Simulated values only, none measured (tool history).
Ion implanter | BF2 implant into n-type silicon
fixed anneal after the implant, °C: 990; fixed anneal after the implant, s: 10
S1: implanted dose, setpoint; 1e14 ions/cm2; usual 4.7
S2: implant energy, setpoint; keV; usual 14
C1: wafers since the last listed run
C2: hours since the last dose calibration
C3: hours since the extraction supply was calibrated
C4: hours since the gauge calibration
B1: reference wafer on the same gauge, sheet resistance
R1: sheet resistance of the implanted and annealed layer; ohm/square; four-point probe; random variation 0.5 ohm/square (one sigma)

run	day	S1	S2	C1	C2	C3	C4	B1	R1
1	0	4.7	14	0	1323.8	1561.4	337.4	350.81	308.67
2	4.3	4.7	14	1217	1427	1664.6	440.6	350.97	308.5
3	5.708	4.7	14	398	1460.8	1698.4	474.4	350.99	309.39
4	7.908	3.91	10.5	623	1513.6	1751.2	527.2	350.92	376.9
5	9.638	3.91	10.5	489	1555.1	1792.7	568.7	351.1	376.29
6	11.704	5.71	17.5	585	1604.7	1842.3	618.3	350.93	263.06
7	14.112	4.14	16	682	1662.5	1900.1	676.1	351.04	316.75
# day 15.008: gauge calibrated
8	16.629	4.7	14	712	1722.9	1960.5	38.9	350.91	310.18
# day 18.6: Faraday cup replaced and dose calibrated
9	19.304	4.7	14	663	16.9	2024.7	103.1	351.04	303.38
10	21.6	3.97	14	650	72	2079.8	158.2	351.02	328.98
11	23.3	3.68	14	481	112.8	2120.6	199	350.97	341.69
12	24.375	3.32	18.5	304	138.6	2146.4	224.8	350.95	340.54
13	26.342	4.16	17	557	185.8	2193.6	272	350.92	301.17
14	29.071	5.8	10	772	251.3	2259.1	337.5	351.05	323.81
15	31.896	3.84	11	800	319.1	2326.9	405.3	350.92	367.07
16	33.479	3.59	16.5	448	357.1	2364.9	443.3	351.03	332.96
# day 34.1: extraction supply calibrated
17	35.817	5.2	14	567	413.2	41.2	499.4	350.89	290.29
18	38.254	5.85	17	690	471.7	99.7	557.9	351.05	256.24
19	41.042	4.7	14	789	538.6	166.6	624.8	351.07	302.98
20	43.271	4.7	14	631	592.1	220.1	678.3	350.82	304.11
21	45.967	5.52	14	763	656.8	284.8	743	350.96	284.37
# day 47.254: gauge calibrated
22	48.588	5.7	16	742	719.7	347.7	32	351.09	268.03

The tool's hidden state at each run:
gauge reads high (%): 0 in every run
H1: deviation of the true dose from the Faraday cup's reading, %
H2: deviation of the true energy from its setpoint, %
run	H1	H2
1	-3.28	-3.44
2	-3.58	-3.51
3	-3.67	-3.52
4	-3.83	-3.55
5	-3.95	-3.57
6	-4.09	-3.59
7	-4.26	-3.62
8	-4.43	-3.64
9	0.986	-3.66
10	0.826	-3.68
11	0.708	-3.7
12	0.633	-3.7
13	0.497	-3.72
14	0.307	-3.73
15	0.111	-3.75
16	0.00118	-3.76
17	-0.161	-0.67
18	-0.33	-0.986
19	-0.524	-1.32
20	-0.679	-1.56
21	-0.866	-1.83
22	-1.05	-2.07
